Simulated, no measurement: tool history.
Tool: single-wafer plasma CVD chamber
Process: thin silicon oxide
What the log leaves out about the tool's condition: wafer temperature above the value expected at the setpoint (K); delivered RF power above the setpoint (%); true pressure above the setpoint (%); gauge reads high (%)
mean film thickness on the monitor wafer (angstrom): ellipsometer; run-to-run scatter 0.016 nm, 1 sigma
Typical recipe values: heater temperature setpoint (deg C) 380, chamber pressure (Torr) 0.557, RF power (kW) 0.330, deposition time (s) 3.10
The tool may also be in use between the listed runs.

run	hour	heater temperature setpoint (deg C)	chamber pressure (Torr)	RF power (kW)	deposition time (s)	wafers since the last listed run	hours since the last thermocouple change	hours since the last RF generator calibration	hours since the last manometer calibration	hours since the showerhead was replaced	hours since the gauge calibration	read-back reference wafer on the same gauge, thickness_nm	mean film thickness on the monitor wafer (angstrom)
1	0.0	380	0.557	0.370	3.10	0	1919.7	749.6	967.0	7962.6	114.0	4.354	40.54
2	32.2	380	0.557	0.330	2.94	817	1951.9	781.8	999.2	7994.8	146.2	4.353	37.19
3	66.0	380	0.557	0.330	2.94	857	1985.7	815.6	1033.0	8028.6	180.0	4.346	37.18
4	80.6	380	0.557	0.330	2.94	370	2000.3	830.2	1047.6	8043.2	194.6	4.340	37.17
5	99.3	384	0.557	0.330	3.10	474	2019.0	848.9	1066.3	8061.9	213.3	4.338	38.98
6	132.0	384	0.557	0.330	3.10	829	2051.7	881.6	1099.0	8094.6	246.0	4.339	38.94
7	157.7	380	0.557	0.330	3.10	652	2077.4	907.3	1124.7	8120.3	271.7	4.325	39.11
8	173.5	380	0.557	0.330	3.10	400	2093.2	923.1	1140.5	8136.1	287.5	4.332	39.03
# hour 208.5: showerhead replaced
9	209.0	380	0.557	0.330	3.10	697	2128.7	958.6	1176.0	0.5	323.0	4.325	38.91
10	240.1	380	0.557	0.330	3.10	789	2159.8	989.7	1207.1	31.6	354.1	4.317	39.15
11	274.8	380	0.557	0.330	3.10	880	2194.5	1024.4	1241.8	66.3	388.8	4.306	38.96
12	304.1	380	0.557	0.330	2.94	743	2223.8	1053.7	1271.1	95.6	418.1	4.303	36.78
# hour 322.7: capacitance manometer re-zeroed and calibrated
13	335.3	380	0.557	0.330	3.10	588	2255.0	1084.9	12.6	126.8	449.3	4.300	38.60
14	348.6	380	0.557	0.360	3.10	337	2268.3	1098.2	25.9	140.1	462.6	4.297	39.49
15	379.6	380	0.458	0.270	3.10	786	2299.3	1129.2	56.9	171.1	493.6	4.290	30.08
16	407.1	380	0.557	0.330	2.72	697	2326.8	1156.7	84.4	198.6	521.1	4.285	33.71
17	419.4	380	0.448	0.330	3.10	312	2339.1	1169.0	96.7	210.9	533.4	4.283	31.05
# hour 444.8: thermocouple changed; heater temperature recalibrated
18	445.3	392	0.557	0.330	3.45	454	0.5	1194.9	122.6	236.8	559.3	4.279	42.47
# hour 453.9: RF generator calibrated
19	466.8	380	0.557	0.330	3.10	342	22.0	12.9	144.1	258.3	580.8	4.273	38.54
20	490.5	380	0.557	0.360	2.72	601	45.7	36.6	167.8	282.0	604.5	4.276	34.58
21	511.2	380	0.557	0.330	3.37	525	66.4	57.3	188.5	302.7	625.2	4.265	41.91
# hour 514.9: gauge calibrated
22	599.5	380	0.642	0.275	3.58	2240	154.7	145.6	276.8	391.0	84.6	4.366	49.40
23	616.5	380	0.682	0.330	2.68	431	171.7	162.6	293.8	408.0	101.6	4.362	41.25
24	631.8	380	0.557	0.330	3.10	388	187.0	177.9	309.1	423.3	116.9	4.355	39.23
25	656.7	380	0.557	0.330	3.10	631	211.9	202.8	334.0	448.2	141.8	4.358	39.16
26	675.0	387	0.614	0.360	3.57	464	230.2	221.1	352.3	466.5	160.1	4.355	50.56
27	705.9	380	0.557	0.280	2.62	784	261.1	252.0	383.2	497.4	191.0	4.341	31.47
28	738.3	389	0.557	0.395	3.36	822	293.5	284.4	415.6	529.8	223.4	4.341	44.53

Some steps in mean film thickness on the monitor wafer (angstrom) between neighbouring runs. How much of each would the tool show without its hidden state too (settings, what came in, random variation), and how much is left for the hidden state, with any gauge scatter that isn't in both results?
Run 17 -> 18: heater temperature setpoint (deg C) 380 -> 392, chamber pressure (Torr) 0.448 -> 0.557, deposition time (s) 3.10 -> 3.45, thermocouple changed; heater temperature recalibrated. mean film thickness on the monitor wafer (angstrom) +11.42: hidden state -0.31, all else +11.73.
Run 21 -> 22: chamber pressure (Torr) 0.557 -> 0.642, RF power (kW) 0.330 -> 0.275, deposition time (s) 3.37 -> 3.58, gauge calibrated. mean film thickness on the monitor wafer (angstrom) +7.49: hidden state +0.93, all else +6.56.
Run 26 -> 27: heater temperature setpoint (deg C) 387 -> 380, chamber pressure (Torr) 0.614 -> 0.557, RF power (kW) 0.360 -> 0.280, deposition time (s) 3.57 -> 2.62. mean film thickness on the monitor wafer (angstrom) -19.09: hidden state +0.10, all else -19.19.
Run 27 -> 28: heater temperature setpoint (deg C) 380 -> 389, RF power (kW) 0.280 -> 0.395, deposition time (s) 2.62 -> 3.36. mean film thickness on the monitor wafer (angstrom) +13.06: hidden state -0.16, all else +13.22.
